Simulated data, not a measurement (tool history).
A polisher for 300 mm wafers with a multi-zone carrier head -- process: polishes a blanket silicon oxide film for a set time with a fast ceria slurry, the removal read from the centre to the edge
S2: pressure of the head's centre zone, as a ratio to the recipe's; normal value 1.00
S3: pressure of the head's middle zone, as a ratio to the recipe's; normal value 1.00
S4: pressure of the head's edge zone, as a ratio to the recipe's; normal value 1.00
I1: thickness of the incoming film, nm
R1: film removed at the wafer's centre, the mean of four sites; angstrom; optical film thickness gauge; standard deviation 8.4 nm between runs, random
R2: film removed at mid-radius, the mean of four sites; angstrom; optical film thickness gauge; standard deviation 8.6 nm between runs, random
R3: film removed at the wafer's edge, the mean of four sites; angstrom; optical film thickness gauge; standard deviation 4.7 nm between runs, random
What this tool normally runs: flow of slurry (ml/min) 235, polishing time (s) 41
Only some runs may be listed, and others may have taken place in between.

run 1 hour=0.0 | flow_of_slurry_(ml/min)=235 S2=1.00 S3=1.00 S4=1.00 polishing_time_(s)=48 | I1=2396.1 | R1=8006 R2=7908 R3=8036
run 2 hour=97.1 | flow_of_slurry_(ml/min)=235 S2=1.00 S3=1.00 S4=1.00 polishing_time_(s)=32 | I1=2321.4 | R1=5296 R2=5248 R3=5273
run 3 hour=178.1 | flow_of_slurry_(ml/min)=200 S2=1.00 S3=1.00 S4=1.00 polishing_time_(s)=41 | I1=2332.4 | R1=6759 R2=6699 R3=6693
run 4 hour=388.9 | flow_of_slurry_(ml/min)=235 S2=1.00 S3=1.00 S4=1.03 polishing_time_(s)=41 | I1=2325.1 | R1=6975 R2=6739 R3=6946
run 5 hour=472.5 | flow_of_slurry_(ml/min)=235 S2=1.00 S3=1.00 S4=1.03 polishing_time_(s)=41 | I1=2346.4 | R1=7126 R2=6722 R3=6913
run 6 hour=565.6 | flow_of_slurry_(ml/min)=235 S2=1.00 S3=1.00 S4=1.03 polishing_time_(s)=41 | I1=2326.9 | R1=6905 R2=6801 R3=6852
run 7 hour=637.5 | flow_of_slurry_(ml/min)=275 S2=1.00 S3=1.00 S4=1.00 polishing_time_(s)=41 | I1=2378.6 | R1=7095 R2=6944 R3=6762
run 8 hour=696.0 | flow_of_slurry_(ml/min)=275 S2=1.00 S3=1.00 S4=1.00 polishing_time_(s)=41 | I1=2372.6 | R1=7249 R2=6870 R3=6808
run 9 hour=784.9 | flow_of_slurry_(ml/min)=235 S2=1.00 S3=1.00 S4=1.10 polishing_time_(s)=33 | I1=2351.7 | R1=5883 R2=5451 R3=5726
run 10 hour=872.6 | flow_of_slurry_(ml/min)=235 S2=1.00 S3=1.00 S4=1.06 polishing_time_(s)=41 | I1=2346.5 | R1=7223 R2=6811 R3=6992
run 11 hour=938.1 | flow_of_slurry_(ml/min)=235 S2=0.94 S3=0.90 S4=1.00 polishing_time_(s)=48 | I1=2365.9 | R1=8251 R2=7232 R3=7856
run 12 hour=1025.8 | flow_of_slurry_(ml/min)=215 S2=1.00 S3=1.00 S4=1.00 polishing_time_(s)=41 | I1=2358.8 | R1=6758 R2=6703 R3=6682
run 13 hour=1091.0 | flow_of_slurry_(ml/min)=235 S2=1.00 S3=1.00 S4=1.00 polishing_time_(s)=41 | I1=2364.3 | R1=6870 R2=6649 R3=6690
run 14 hour=1167.8 | flow_of_slurry_(ml/min)=235 S2=1.00 S3=0.92 S4=1.00 polishing_time_(s)=41 | I1=2339.7 | R1=6938 R2=6365 R3=6780
run 15 hour=1275.3 | flow_of_slurry_(ml/min)=235 S2=1.10 S3=0.94 S4=1.09 polishing_time_(s)=41 | I1=2361.6 | R1=7511 R2=6417 R3=7097
run 16 hour=1312.4 | flow_of_slurry_(ml/min)=235 S2=1.00 S3=0.91 S4=1.00 polishing_time_(s)=30 | I1=2321.2 | R1=5082 R2=4632 R3=4973
run 17 hour=1372.0 | flow_of_slurry_(ml/min)=235 S2=1.00 S3=1.06 S4=1.00 polishing_time_(s)=34 | I1=2359.8 | R1=5634 R2=5915 R3=5634

Not shown: 13 entries that the log had between the listed runs. Between which runs, and how does the tool's hidden state differ before and after?
After run 1, before run 2: edge zone pressure recalibrated (hour 17.7); slurry nozzle cleaned (hour 96.6)
  deviation of the centre zone's pressure from its setpoint, %: -0.111 -> 0.244
  measured minus no-state result, R1: -6 -> +9 angstrom
After run 3, before run 4: worn pad replaced by a new one (hour 229.2); carrier head's membrane replaced by a new one (hour 233.9)
  deviation of the centre zone's pressure from its setpoint, %: 0.695 -> 2.54
  measured minus no-state result, R1: +33 -> +121 angstrom
After run 5, before run 6: worn pad replaced by a new one, of another model than before (hour 512.9)
  deviation of the centre zone's pressure from its setpoint, %: 3.53 -> 4.82
  measured minus no-state result, R1: +171 -> +224 angstrom
After run 6, before run 7: edge zone pressure recalibrated (hour 575.9)
  deviation of the centre zone's pressure from its setpoint, %: 4.82 -> 5.94
  measured minus no-state result, R1: +224 -> +281 angstrom
After run 7, before run 8: slurry nozzle cleaned (hour 663.8)
  deviation of the centre zone's pressure from its setpoint, %: 5.94 -> 6.94
  measured minus no-state result, R1: +281 -> +333 angstrom
After run 9, before run 10: worn pad replaced by a new one (hour 789.6)
  deviation of the centre zone's pressure from its setpoint, %: 8.59 -> 10.4
  measured minus no-state result, R1: +332 -> +486 angstrom
After run 11, before run 12: centre zone pressure recalibrated (hour 969.8); carrier head's membrane replaced by a new one (hour 986.2)
  deviation of the centre zone's pressure from its setpoint, %: 11.8 -> -0.688
  measured minus no-state result, R1: +630 -> -33 angstrom
After run 12, before run 13: worn pad replaced by a new one (hour 1088.3)
  deviation of the centre zone's pressure from its setpoint, %: -0.688 -> -0.563
  measured minus no-state result, R1: -33 -> -27 angstrom
After run 13, before run 14: edge zone pressure recalibrated (hour 1138.5)
  deviation of the centre zone's pressure from its setpoint, %: -0.563 -> -0.298
  measured minus no-state result, R1: -27 -> -15 angstrom
After run 16, before run 17: worn pad replaced by a new one (hour 1350.0)
  deviation of the centre zone's pressure from its setpoint, %: 0.547 -> 1.03
  measured minus no-state result, R1: +19 -> +40 angstrom

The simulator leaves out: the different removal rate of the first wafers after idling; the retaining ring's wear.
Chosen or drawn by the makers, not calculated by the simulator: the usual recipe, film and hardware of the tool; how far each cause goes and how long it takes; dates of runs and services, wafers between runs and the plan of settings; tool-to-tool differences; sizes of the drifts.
